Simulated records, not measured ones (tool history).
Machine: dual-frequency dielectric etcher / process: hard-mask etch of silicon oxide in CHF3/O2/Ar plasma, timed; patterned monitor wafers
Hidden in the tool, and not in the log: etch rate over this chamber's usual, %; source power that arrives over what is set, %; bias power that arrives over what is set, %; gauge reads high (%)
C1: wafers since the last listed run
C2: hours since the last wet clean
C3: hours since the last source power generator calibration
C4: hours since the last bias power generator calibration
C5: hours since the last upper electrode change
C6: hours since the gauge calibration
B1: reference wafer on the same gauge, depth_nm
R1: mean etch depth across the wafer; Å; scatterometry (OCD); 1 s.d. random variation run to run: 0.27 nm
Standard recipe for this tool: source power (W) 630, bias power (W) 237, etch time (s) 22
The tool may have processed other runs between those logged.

run 1 day=0 | source_power_(W)=630 bias_power_(W)=262 etch_time_(s)=22 | C1=0 C2=74.5 C3=2767.7 C4=3414.7 C5=1775.3 C6=631.9 | B1=44.48 | R1=457.3
run 2 day=2.6 | source_power_(W)=630 bias_power_(W)=262 etch_time_(s)=22 | C1=663 C2=136.9 C3=2830.1 C4=3477.1 C5=1837.7 C6=694.3 | B1=44.4 | R1=452.5
run 3 day=5.221 | source_power_(W)=550 bias_power_(W)=237 etch_time_(s)=22 | C1=668 C2=199.8 C3=2893 C4=3540 C5=1900.6 C6=757.2 | B1=44.36 | R1=417
run 4 day=7.746 | source_power_(W)=550 bias_power_(W)=237 etch_time_(s)=22 | C1=644 C2=260.4 C3=2953.6 C4=3600.6 C5=1961.2 C6=817.8 | B1=44.42 | R1=411.6
run 5 day=10.329 | source_power_(W)=630 bias_power_(W)=200 etch_time_(s)=22 | C1=659 C2=322.4 C3=3015.6 C4=3662.6 C5=2023.2 C6=879.8 | B1=44.3 | R1=404.7
-- day=11.95 wet clean of the chamber
run 6 day=13.975 | source_power_(W)=630 bias_power_(W)=237 etch_time_(s)=22 | C1=675 C2=48.6 C3=3103.1 C4=3750.1 C5=2110.7 C6=967.3 | B1=44.49 | R1=444.5
run 7 day=16.162 | source_power_(W)=630 bias_power_(W)=237 etch_time_(s)=18 | C1=558 C2=101.1 C3=3155.6 C4=3802.6 C5=2163.2 C6=1019.8 | B1=44.41 | R1=356.1
run 8 day=21.733 | source_power_(W)=630 bias_power_(W)=237 etch_time_(s)=22 | C1=1421 C2=234.8 C3=3289.3 C4=3936.3 C5=2296.9 C6=1153.5 | B1=44.56 | R1=430.4
run 9 day=23.571 | source_power_(W)=580 bias_power_(W)=237 etch_time_(s)=22 | C1=469 C2=278.9 C3=3333.4 C4=3980.4 C5=2341 C6=1197.6 | B1=44.32 | R1=418.1
run 10 day=24.596 | source_power_(W)=630 bias_power_(W)=237 etch_time_(s)=22 | C1=261 C2=303.5 C3=3358 C4=4005 C5=2365.6 C6=1222.2 | B1=44.33 | R1=425.3
-- day=26.558 wet clean of the chamber
run 11 day=29.15 | source_power_(W)=630 bias_power_(W)=237 etch_time_(s)=22 | C1=907 C2=62.2 C3=3467.3 C4=4114.3 C5=2474.9 C6=1331.5 | B1=44.24 | R1=442
run 12 day=30.812 | source_power_(W)=630 bias_power_(W)=237 etch_time_(s)=22 | C1=424 C2=102.1 C3=3507.2 C4=4154.2 C5=2514.8 C6=1371.4 | B1=44.37 | R1=442
run 13 day=33.279 | source_power_(W)=630 bias_power_(W)=237 etch_time_(s)=26 | C1=629 C2=161.3 C3=3566.4 C4=4213.4 C5=2574 C6=1430.6 | B1=44.49 | R1=514.9
run 14 day=36.267 | source_power_(W)=630 bias_power_(W)=237 etch_time_(s)=22 | C1=762 C2=233 C3=3638.1 C4=4285.1 C5=2645.7 C6=1502.3 | B1=44.43 | R1=430.6
-- day=37.771 bias power generator calibrated
-- day=40.921 source power generator calibrated
-- day=41.775 upper electrode replaced
-- day=42.229 wet clean of the chamber
run 15 day=42.783 | source_power_(W)=730 bias_power_(W)=237 etch_time_(s)=22 | C1=1244 C2=13.3 C3=44.7 C4=120.3 C5=24.2 C6=1658.7 | B1=44.31 | R1=468.7
run 16 day=45.771 | source_power_(W)=630 bias_power_(W)=237 etch_time_(s)=27 | C1=762 C2=85 C3=116.4 C4=192 C5=95.9 C6=1730.4 | B1=44.35 | R1=539.1
-- day=45.967 gauge calibrated
run 17 day=48.112 | source_power_(W)=500 bias_power_(W)=237 etch_time_(s)=19 | C1=597 C2=141.2 C3=172.6 C4=248.2 C5=152.1 C6=51.5 | B1=44.43 | R1=350.8
run 18 day=49.483 | source_power_(W)=630 bias_power_(W)=237 etch_time_(s)=22 | C1=349 C2=174.1 C3=205.5 C4=281.1 C5=185 C6=84.4 | B1=44.32 | R1=433.1
run 19 day=51.396 | source_power_(W)=530 bias_power_(W)=292 etch_time_(s)=24 | C1=488 C2=220 C3=251.4 C4=327 C5=230.9 C6=130.3 | B1=44.33 | R1=476
run 20 day=52.604 | source_power_(W)=630 bias_power_(W)=237 etch_time_(s)=20 | C1=308 C2=249 C3=280.4 C4=356 C5=259.9 C6=159.3 | B1=44.41 | R1=391.6
run 21 day=54.975 | source_power_(W)=740 bias_power_(W)=270 etch_time_(s)=25 | C1=605 C2=305.9 C3=337.3 C4=412.9 C5=316.8 C6=216.2 | B1=44.36 | R1=528.1
run 22 day=56.092 | source_power_(W)=580 bias_power_(W)=192 etch_time_(s)=18.5 | C1=285 C2=332.7 C3=364.1 C4=439.7 C5=343.6 C6=243 | B1=44.32 | R1=322
-- day=57.267 wet clean of the chamber
run 23 day=59.154 | source_power_(W)=630 bias_power_(W)=237 etch_time_(s)=22 | C1=526 C2=45.3 C3=437.6 C4=513.2 C5=417.1 C6=316.5 | B1=44.33 | R1=443.1
run 24 day=60.921 | source_power_(W)=580 bias_power_(W)=201 etch_time_(s)=18.5 | C1=450 C2=87.7 C3=480 C4=555.6 C5=459.5 C6=358.9 | B1=44.38 | R1=343.8
run 25 day=62.746 | source_power_(W)=710 bias_power_(W)=237 etch_time_(s)=22 | C1=465 C2=131.5 C3=523.8 C4=599.4 C5=503.3 C6=402.7 | B1=44.44 | R1=455.7
run 26 day=65.504 | source_power_(W)=770 bias_power_(W)=237 etch_time_(s)=22 | C1=704 C2=197.7 C3=590 C4=665.6 C5=569.5 C6=468.9 | B1=44.41 | R1=462.5
run 27 day=66.658 | source_power_(W)=540 bias_power_(W)=198 etch_time_(s)=16 | C1=294 C2=225.4 C3=617.7 C4=693.3 C5=597.2 C6=496.6 | B1=44.47 | R1=286.2

Here are 5 independent what-if runs from the current tool condition. What would each one return?
run A day=66.675 | source_power_(W)=630 bias_power_(W)=237 etch_time_(s)=18.5 | C1=4 C2=225.8 C3=618.1 C4=693.7 C5=597.6 C6=497 | B1=? | R1=?
run B day=66.675 | source_power_(W)=560 bias_power_(W)=215 etch_time_(s)=18.5 | C1=4 C2=225.8 C3=618.1 C4=693.7 C5=597.6 C6=497 | B1=? | R1=?
run C day=66.675 | source_power_(W)=760 bias_power_(W)=269 etch_time_(s)=26.5 | C1=4 C2=225.8 C3=618.1 C4=693.7 C5=597.6 C6=497 | B1=? | R1=?
run D day=66.675 | source_power_(W)=480 bias_power_(W)=211 etch_time_(s)=24.5 | C1=4 C2=225.8 C3=618.1 C4=693.7 C5=597.6 C6=497 | B1=? | R1=?
run E day=66.675 | source_power_(W)=720 bias_power_(W)=237 etch_time_(s)=22 | C1=4 C2=225.8 C3=618.1 C4=693.7 C5=597.6 C6=497 | B1=? | R1=?

run=A B1=44.43 R1=365.3
run=B B1=44.43 R1=341.2
run=C B1=44.43 R1=579.2
run=D B1=44.43 R1=428.2
run=E B1=44.43 R1=453.5
Take away the tool's hidden state, keep each run's random variation, and the runs would have read:
run=A R1=375.2
run=B R1=350.5
run=C R1=595
run=D R1=439.9
run=E R1=465.9
